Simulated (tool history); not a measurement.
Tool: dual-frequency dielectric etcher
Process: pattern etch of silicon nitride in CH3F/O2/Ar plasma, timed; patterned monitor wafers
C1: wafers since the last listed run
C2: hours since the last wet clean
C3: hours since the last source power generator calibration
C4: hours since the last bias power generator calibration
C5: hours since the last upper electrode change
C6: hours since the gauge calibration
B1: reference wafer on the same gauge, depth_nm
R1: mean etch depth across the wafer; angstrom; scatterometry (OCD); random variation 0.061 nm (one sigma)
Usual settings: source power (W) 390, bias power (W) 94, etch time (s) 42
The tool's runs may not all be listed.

{"run": 1, "hour": 0.0, "source power (W)": 390, "bias power (W)": 94, "etch time (s)": 42, "C1": 0, "C2": 233.5, "C3": 2061, "C4": 1379.1, "C5": 4688.5, "C6": 123, "B1": 34.59, "R1": 320.5}
{"hour": 109.8, "done": "wet clean of the chamber"}
{"run": 2, "hour": 110.3, "source power (W)": 390, "bias power (W)": 94, "etch time (s)": 42, "C1": 791, "C2": 0.5, "C3": 2171.3, "C4": 1489.4, "C5": 4798.8, "C6": 233.3, "B1": 34.62, "R1": 314.8}
{"run": 3, "hour": 182.6, "source power (W)": 340, "bias power (W)": 94, "etch time (s)": 42, "C1": 663, "C2": 72.8, "C3": 2243.6, "C4": 1561.7, "C5": 4871.1, "C6": 305.6, "B1": 34.58, "R1": 304.6}
{"run": 4, "hour": 290.2, "source power (W)": 340, "bias power (W)": 94, "etch time (s)": 42, "C1": 987, "C2": 180.4, "C3": 2351.2, "C4": 1669.3, "C5": 4978.7, "C6": 413.2, "B1": 34.6, "R1": 306.8}
{"run": 5, "hour": 363.9, "source power (W)": 390, "bias power (W)": 94, "etch time (s)": 42, "C1": 676, "C2": 254.1, "C3": 2424.9, "C4": 1743, "C5": 5052.4, "C6": 486.9, "B1": 34.62, "R1": 320.5}
{"hour": 486.4, "done": "wet clean of the chamber"}
{"run": 6, "hour": 486.9, "source power (W)": 390, "bias power (W)": 94, "etch time (s)": 42, "C1": 908, "C2": 0.5, "C3": 2547.9, "C4": 1866, "C5": 5175.4, "C6": 609.9, "B1": 34.59, "R1": 312.3}
{"run": 7, "hour": 505.4, "source power (W)": 390, "bias power (W)": 94, "etch time (s)": 42, "C1": 169, "C2": 19, "C3": 2566.4, "C4": 1884.5, "C5": 5193.9, "C6": 628.4, "B1": 34.59, "R1": 313.3}
{"hour": 535.5, "done": "source power generator calibrated"}
{"run": 8, "hour": 565.7, "source power (W)": 390, "bias power (W)": 94, "etch time (s)": 42, "C1": 516, "C2": 79.3, "C3": 30.2, "C4": 1944.8, "C5": 5254.2, "C6": 688.7, "B1": 34.61, "R1": 315.4}
{"run": 9, "hour": 603.1, "source power (W)": 390, "bias power (W)": 94, "etch time (s)": 42, "C1": 343, "C2": 116.7, "C3": 67.6, "C4": 1982.2, "C5": 5291.6, "C6": 726.1, "B1": 34.61, "R1": 315.5}
{"hour": 625.7, "done": "gauge calibrated"}
{"run": 10, "hour": 675.3, "source power (W)": 390, "bias power (W)": 94, "etch time (s)": 42, "C1": 662, "C2": 188.9, "C3": 139.8, "C4": 2054.4, "C5": 5363.8, "C6": 49.6, "B1": 34.6, "R1": 317}
{"run": 11, "hour": 735.3, "source power (W)": 390, "bias power (W)": 102, "etch time (s)": 33, "C1": 550, "C2": 248.9, "C3": 199.8, "C4": 2114.4, "C5": 5423.8, "C6": 109.6, "B1": 34.6, "R1": 255.6}
{"hour": 741.3, "done": "bias power generator calibrated"}
{"run": 12, "hour": 778.8, "source power (W)": 300, "bias power (W)": 94, "etch time (s)": 36, "C1": 362, "C2": 292.4, "C3": 243.3, "C4": 37.5, "C5": 5467.3, "C6": 153.1, "B1": 34.6, "R1": 257.7}
{"run": 13, "hour": 859.4, "source power (W)": 390, "bias power (W)": 71, "etch time (s)": 42, "C1": 739, "C2": 373, "C3": 323.9, "C4": 118.1, "C5": 5547.9, "C6": 233.7, "B1": 34.58, "R1": 302}
{"hour": 896.0, "done": "wet clean of the chamber"}
{"run": 14, "hour": 910.3, "source power (W)": 390, "bias power (W)": 86, "etch time (s)": 36, "C1": 246, "C2": 14.3, "C3": 374.8, "C4": 169, "C5": 5598.8, "C6": 284.6, "B1": 34.59, "R1": 265.2}
{"hour": 983.8, "done": "upper electrode replaced"}
{"run": 15, "hour": 984.3, "source power (W)": 390, "bias power (W)": 94, "etch time (s)": 47, "C1": 458, "C2": 88.3, "C3": 448.8, "C4": 243, "C5": 0.5, "C6": 358.6, "B1": 34.6, "R1": 359}
{"run": 16, "hour": 1021.7, "source power (W)": 420, "bias power (W)": 94, "etch time (s)": 42, "C1": 343, "C2": 125.7, "C3": 486.2, "C4": 280.4, "C5": 37.9, "C6": 396, "B1": 34.61, "R1": 329}
{"run": 17, "hour": 1096.7, "source power (W)": 390, "bias power (W)": 94, "etch time (s)": 42, "C1": 688, "C2": 200.7, "C3": 561.2, "C4": 355.4, "C5": 112.9, "C6": 471, "B1": 34.61, "R1": 321.9}
{"run": 18, "hour": 1156.6, "source power (W)": 480, "bias power (W)": 103, "etch time (s)": 49, "C1": 549, "C2": 260.6, "C3": 621.1, "C4": 415.3, "C5": 172.8, "C6": 530.9, "B1": 34.61, "R1": 412.4}
{"run": 19, "hour": 1241.8, "source power (W)": 390, "bias power (W)": 94, "etch time (s)": 42, "C1": 781, "C2": 345.8, "C3": 706.3, "C4": 500.5, "C5": 258, "C6": 616.1, "B1": 34.6, "R1": 324.2}
{"run": 20, "hour": 1303.1, "source power (W)": 430, "bias power (W)": 94, "etch time (s)": 52.5, "C1": 562, "C2": 407.1, "C3": 767.6, "C4": 561.8, "C5": 319.3, "C6": 677.4, "B1": 34.61, "R1": 418.9}

3 ways to go on from here, each from the tool as it stands after run 20. What would each give?
{"run": "A", "hour": 1303.5, "source power (W)": 440, "bias power (W)": 94, "etch time (s)": 42, "C1": 3, "C2": 407.5, "C3": 768, "C4": 562.2, "C5": 319.7, "C6": 677.8, "B1": "?", "R1": "?"}
{"run": "B", "hour": 1303.5, "source power (W)": 440, "bias power (W)": 82, "etch time (s)": 42, "C1": 3, "C2": 407.5, "C3": 768, "C4": 562.2, "C5": 319.7, "C6": 677.8, "B1": "?", "R1": "?"}
{"run": "C", "hour": 1303.5, "source power (W)": 480, "bias power (W)": 94, "etch time (s)": 42, "C1": 3, "C2": 407.5, "C3": 768, "C4": 562.2, "C5": 319.7, "C6": 677.8, "B1": "?", "R1": "?"}

run=A B1=34.61 R1=337.3
run=B B1=34.61 R1=325.2
run=C B1=34.61 R1=346.3
Without the tool's hidden state the same runs would have given:
run=A R1=329.9
run=B R1=318.1
run=C R1=338.7
